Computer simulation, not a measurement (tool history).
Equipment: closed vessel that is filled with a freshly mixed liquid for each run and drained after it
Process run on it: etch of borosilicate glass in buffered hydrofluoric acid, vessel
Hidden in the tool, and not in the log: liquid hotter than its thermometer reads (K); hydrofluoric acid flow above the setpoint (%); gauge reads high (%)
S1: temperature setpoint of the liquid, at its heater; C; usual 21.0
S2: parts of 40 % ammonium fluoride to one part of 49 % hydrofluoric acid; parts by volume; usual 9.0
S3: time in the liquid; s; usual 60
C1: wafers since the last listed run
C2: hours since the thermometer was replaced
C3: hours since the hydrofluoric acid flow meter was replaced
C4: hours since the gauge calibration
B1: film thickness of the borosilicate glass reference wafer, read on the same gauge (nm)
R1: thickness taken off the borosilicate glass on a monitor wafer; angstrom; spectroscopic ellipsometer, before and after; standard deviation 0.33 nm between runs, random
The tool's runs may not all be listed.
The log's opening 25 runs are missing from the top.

| run | hour | S1 | S2 | S3 | C1 | C2 | C3 | C4 | B1 | R1 |
|---|---|---|---|---|---|---|---|---|---|---|
|  | 1331.4 | hydrofluoric acid flow meter replaced |
| 26 | 1369.4 | 21.0 | 9.0 | 60 | 5036 | 258.0 | 38.0 | 282.1 | 120.05 | 600.0 |
| 27 | 1569.2 | 21.0 | 10.5 | 80 | 15292 | 457.8 | 237.8 | 481.9 | 119.99 | 707.7 |
| 28 | 1603.7 | 18.0 | 6.0 | 40 | 2640 | 492.3 | 272.3 | 516.4 | 119.98 | 515.3 |
| 29 | 1671.6 | 21.0 | 9.0 | 60 | 5196 | 560.2 | 340.2 | 584.3 | 119.99 | 602.6 |
| 30 | 1712.9 | 21.0 | 7.5 | 60 | 3161 | 601.5 | 381.5 | 625.6 | 119.97 | 741.6 |
| 31 | 1746.9 | 21.0 | 9.0 | 30 | 2602 | 635.5 | 415.5 | 659.6 | 120.03 | 300.7 |
| 32 | 1818.5 | 25.5 | 9.0 | 60 | 5480 | 707.1 | 487.1 | 731.2 | 120.03 | 758.4 |
| 33 | 1846.5 | 18.0 | 6.5 | 75 | 2143 | 735.1 | 515.1 | 759.2 | 119.97 | 898.1 |
| 34 | 1892.8 | 21.0 | 9.0 | 75 | 3543 | 781.4 | 561.4 | 805.5 | 119.98 | 755.7 |

Predict each of these 3 candidate next runs independently; none follows another, all start after run 34:
| A | 1893.5 | 21.0 | 9.0 | 60 | 53 | 782.1 | 562.1 | 806.2 | ? | ? |
| B | 1893.5 | 21.0 | 9.0 | 85 | 53 | 782.1 | 562.1 | 806.2 | ? | ? |
| C | 1893.5 | 21.0 | 10.5 | 60 | 53 | 782.1 | 562.1 | 806.2 | ? | ? |

| run | B1 | R1 |
|---|---|---|
| A | 120.01 | 600.0 |
| B | 120.01 | 850.1 |
| C | 120.01 | 534.2 |
The same runs, with their run-to-run variation unchanged, on a tool lacking any hidden condition would have given:
| run | R1 |
|---|---|
| A | 600.0 |
| B | 850.1 |
| C | 534.2 |

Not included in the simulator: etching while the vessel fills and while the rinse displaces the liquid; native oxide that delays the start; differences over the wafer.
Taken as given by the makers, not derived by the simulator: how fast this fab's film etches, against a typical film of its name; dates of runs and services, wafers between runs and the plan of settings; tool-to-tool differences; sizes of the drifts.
